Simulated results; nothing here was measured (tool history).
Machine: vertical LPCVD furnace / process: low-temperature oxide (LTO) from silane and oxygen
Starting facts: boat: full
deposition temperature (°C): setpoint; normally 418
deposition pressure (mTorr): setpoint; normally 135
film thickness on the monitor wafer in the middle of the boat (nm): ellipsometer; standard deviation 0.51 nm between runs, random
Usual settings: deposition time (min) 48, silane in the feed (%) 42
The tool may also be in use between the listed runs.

run	day	deposition temperature (°C)	deposition pressure (mTorr)	deposition time (min)	silane in the feed (%)	read-back reference wafer on the same gauge, thickness	film thickness on the monitor wafer in the middle of the boat (nm)
1	0	418	145	48	42	354.92	352.11
2	0.371	418	145	48	42	355.17	351.37
3	0.804	409	135	48	42	355.02	297.4
4	1.571	423	135	48	42	355.23	342.74
5	2.383	423	135	48	42	354.98	342.52
# day 3.6: silane flow controller replaced
6	3.621	423	135	48	42	355.22	343.6
7	3.817	418	135	48	42	355.17	326.5
8	4.017	418	135	48	42	354.96	326.71
9	4.217	418	135	48	36	355.06	272.81
# day 4.521: gauge calibrated
10	4.525	418	115	62	42	354.72	357.22
11	5.017	418	135	48	42	354.88	327.07
# day 6.079: thermocouples replaced and temperature profile calibrated
# day 6.896: pressure gauge zeroed
12	6.917	418	105	59.5	46	355.01	363.4
13	7.112	408	135	40	45	354.84	277.59
14	8.958	418	155	48	42	355	391.21

4 options for the next run, each taken on its own from the tool as it stands now. Forecast them:
A	9.162	418	135	48	42	?	?
B	9.162	422	165	63	39	?	?
C	9.162	410	160	48	42	?	?
D	9.162	418	160	48	42	?	?

run	read-back reference wafer on the same gauge, thickness	film thickness on the monitor wafer in the middle of the boat (nm)
A	355.32	342.06
B	355.32	525.99
C	355.32	373.13
D	355.32	405.1
Without the tool's unlogged condition, the same runs would have read:
run	film thickness on the monitor wafer in the middle of the boat (nm)
A	340.41
B	523.91
C	371.61
D	403.45
